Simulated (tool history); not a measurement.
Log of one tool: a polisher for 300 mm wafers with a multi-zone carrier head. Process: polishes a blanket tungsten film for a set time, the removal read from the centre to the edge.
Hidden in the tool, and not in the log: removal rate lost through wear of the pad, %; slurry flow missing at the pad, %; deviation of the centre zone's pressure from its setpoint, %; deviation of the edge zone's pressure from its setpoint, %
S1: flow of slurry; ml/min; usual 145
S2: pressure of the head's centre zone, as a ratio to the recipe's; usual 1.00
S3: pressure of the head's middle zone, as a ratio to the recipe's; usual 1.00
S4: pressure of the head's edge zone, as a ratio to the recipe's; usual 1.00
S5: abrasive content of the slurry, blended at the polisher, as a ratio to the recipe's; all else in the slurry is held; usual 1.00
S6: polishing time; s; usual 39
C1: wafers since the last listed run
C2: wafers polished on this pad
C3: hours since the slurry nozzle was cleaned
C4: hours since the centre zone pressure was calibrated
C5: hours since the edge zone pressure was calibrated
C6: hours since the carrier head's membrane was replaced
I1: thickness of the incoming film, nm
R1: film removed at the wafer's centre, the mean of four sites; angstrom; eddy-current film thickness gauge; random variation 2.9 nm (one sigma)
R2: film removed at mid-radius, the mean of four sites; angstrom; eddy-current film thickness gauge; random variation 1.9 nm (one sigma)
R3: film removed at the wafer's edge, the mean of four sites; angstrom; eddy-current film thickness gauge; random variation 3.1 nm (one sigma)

run   hour   S1    S2    S3    S4    S5  S6    C1    C2     C3     C4      C5      C6     I1    R1    R2    R3
  1    0.0  145  1.00  0.92  1.00  1.00  39     0   344  114.8  552.3   934.5  1773.3  711.5  2388  2376  2663
  2   41.8  145  1.04  1.00  1.00  0.80  39   506   851  156.6  594.1   976.3  1815.1  728.7  2400  2476  2548
  3   69.5  145  1.04  1.00  1.00  0.80  39   335  1187  184.3  621.8  1004.0  1842.8  721.4  2426  2473  2523
  4  101.6  145  1.04  1.00  1.00  0.80  39   389  1576  216.4  653.9  1036.1  1874.9  708.7  2390  2491  2510
  5  137.6  145  1.00  1.00  1.00  1.00  39   436  2012  252.4  689.9  1072.1  1910.9  716.8  2429  2546  2592
     170.2  -- worn pad replaced by a new one
  6  177.8  145  1.00  1.00  1.00  1.00  39   438    92  292.6  730.1  1112.3  1951.1  711.8  2369  2516  2628
     183.3  -- carrier head's membrane replaced by a new one
     224.2  -- slurry nozzle cleaned
  7  238.3  145  1.07  1.00  1.00  1.00  39   660   753   14.1  790.6  1172.8    55.0  728.4  2548  2569  2573
     307.8  -- edge zone pressure recalibrated
  8  308.3  145  1.00  1.00  1.00  1.00  39   824  1577   84.1  860.6     0.5   125.0  714.0  2391  2530  2543
  9  364.5  145  1.00  1.00  1.00  1.00  39   681  2259  140.3  916.8    56.7   181.2  709.8  2379  2584  2652
     382.2  -- worn pad replaced by a new one
 10  424.0  145  1.00  1.00  1.00  0.85  39   672   507  199.8  976.3   116.2   240.7  724.7  2302  2477  2566
     455.5  -- centre zone pressure recalibrated
 11  495.3  185  1.00  1.00  1.00  1.20  30   840  1347  271.1   39.8   187.5   312.0  725.3  1837  2096  2116
 12  581.3  145  1.00  1.10  1.00  1.00  39  1042  2389  357.1  125.8   273.5   398.0  706.5  2211  2736  2612
     598.3  -- slurry nozzle cleaned
     617.0  -- worn pad replaced by a new one
 13  627.5  145  1.05  1.00  1.00  1.00  39   499   126   29.2  172.0   319.7   444.2  720.6  2279  2545  2586
 14  652.3  165  1.09  1.00  1.00  1.00  39   300   427   54.0  196.8   344.5   469.0  723.4  2388  2596  2693
     661.0  -- centre zone pressure recalibrated, repeated, since the last time left the tool worse
 15  702.6  145  1.03  1.00  0.96  1.00  39   585  1013  104.3   41.6   394.8   519.3  728.5  2594  2567  2553
 16  760.2  160  1.00  1.00  1.00  1.10  39   698  1711  161.9   99.2   452.4   576.9  717.8  2569  2636  2691
 17  798.5  145  0.92  0.91  1.00  1.25  39   464  2175  200.2  137.5   490.7   615.2  722.8  2296  2426  2683
     834.0  -- worn pad replaced by a new one
 18  843.5  145  1.00  1.07  1.10  1.00  39   497   114  245.2  182.5   535.7   660.2  716.3  2428  2696  2691
 19  869.0  145  1.00  1.00  1.07  1.00  50   309   423  270.7  208.0   561.2   685.7  722.4  3087  3278  3417
 20  937.7  145  1.00  1.00  1.00  1.00  39   832  1256  339.4  276.7   629.9   754.4  711.9  2413  2536  2605

5 ways to go on from here, each from the tool as it stands after run 20. What would each give?
  A  938.1  145  1.00  1.00  1.00  1.00  39   4  1261  339.8  277.1  630.3  754.8  731.0   ?   ?   ?
  B  938.1  165  1.00  0.91  1.00  1.00  50   4  1261  339.8  277.1  630.3  754.8  731.0   ?   ?   ?
  C  938.1  145  1.00  1.10  1.00  1.00  32   4  1261  339.8  277.1  630.3  754.8  731.0   ?   ?   ?
  D  938.1  145  1.00  1.00  1.00  1.00  47   4  1261  339.8  277.1  630.3  754.8  731.0   ?   ?   ?
  E  938.1  160  1.05  1.00  1.00  0.80  31   4  1261  339.8  277.1  630.3  754.8  731.0   ?   ?   ?

run    R1    R2    R3
  A  2388  2540  2591
  B  3151  3088  3389
  C  1961  2260  2123
  D  2878  3061  3122
  E  1971  1990  2019
Without the tool's hidden state the same runs would have given:
run    R1    R2    R3
  A  2543  2539  2591
  B  3356  3087  3389
  C  2088  2259  2123
  D  3065  3060  3122
  E  2099  1989  2019

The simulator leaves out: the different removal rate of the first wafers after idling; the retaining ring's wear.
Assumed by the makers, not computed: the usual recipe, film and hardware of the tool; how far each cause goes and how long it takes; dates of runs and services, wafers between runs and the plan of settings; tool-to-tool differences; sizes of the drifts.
